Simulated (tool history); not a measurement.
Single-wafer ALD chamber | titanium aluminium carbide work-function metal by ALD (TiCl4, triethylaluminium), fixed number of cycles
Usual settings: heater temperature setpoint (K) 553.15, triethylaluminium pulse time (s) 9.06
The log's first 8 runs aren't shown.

run      day  heater temperature setpoint (K)  triethylaluminium pulse time (s)  read-back reference wafer on the same gauge, thickness_nm  mean film thickness on the monitor wafer (nm)
  9   30.492                           553.15                              9.06                                                      1.600                                          1.797
 10   34.683                           546.15                             11.29                                                      1.600                                          1.794
 11   36.521                           561.15                             10.70                                                      1.600                                          1.928
 12   40.517                           558.15                              9.06                                                      1.600                                          1.841
 13   43.108                           560.15                              9.06                                                      1.602                                          1.857
 14   46.862                           557.15                              9.06                                                      1.598                                          1.833
      49.358  -- gauge calibrated
 15   51.067                           543.15                              9.06                                                      1.601                                          1.699
 16   53.083                           553.15                              9.06                                                      1.600                                          1.799
 17   57.154                           553.15                              9.06                                                      1.601                                          1.789
 18   60.396                           553.15                              6.39                                                      1.600                                          1.510
      63.175  -- showerhead replaced
 19   63.196                           566.15                              7.18                                                      1.599                                          1.748
 20   66.746                           553.15                              9.06                                                      1.601                                          1.809
 21   70.292                           547.15                             11.02                                                      1.599                                          1.811
 22   80.962                           546.15                             11.29                                                      1.600                                          1.812
      85.021  -- triethylaluminium bottle replaced
 23   85.438                           541.15                              7.30                                                      1.600                                          1.583
 24   89.650                           553.15                              5.94                                                      1.599                                          1.450
 25   93.750                           565.15                              7.91                                                      1.599                                          1.850
 26   95.962                           541.15                             10.75                                                      1.601                                          1.759
 27  100.312                           562.15                             11.96                                                      1.601                                          1.984
 28  103.900                           553.15                              9.06                                                      1.600                                          1.811
 29  108.358                           543.15                             11.98                                                      1.601                                          1.794
 30  112.500                           544.15                             10.36                                                      1.599                                          1.768
 31  116.046                           559.15                             12.00                                                      1.600                                          1.951
 32  119.012                           553.15                              6.39                                                      1.601                                          1.511

5 ways to go on from here, each from the tool as it stands after run 32. What would each give?
  A  119.029                           553.15                              7.21                                                          ?                                              ?
  B  119.029                           559.15                              5.97                                                          ?                                              ?
  C  119.029                           565.15                              6.13                                                          ?                                              ?
  D  119.029                           553.15                             10.20                                                          ?                                              ?
  E  119.029                           564.15                              6.33                                                          ?                                              ?

run  read-back reference wafer on the same gauge, thickness_nm  mean film thickness on the monitor wafer (nm)
  A                                                      1.601                                          1.647
  B                                                      1.601                                          1.468
  C                                                      1.601                                          1.552
  D                                                      1.601                                          1.856
  E                                                      1.601                                          1.589
Without the tool's hidden state the same runs would have given:
run  mean film thickness on the monitor wafer (nm)
  A                                          1.662
  B                                          1.504
  C                                          1.588
  D                                          1.838
  E                                          1.621
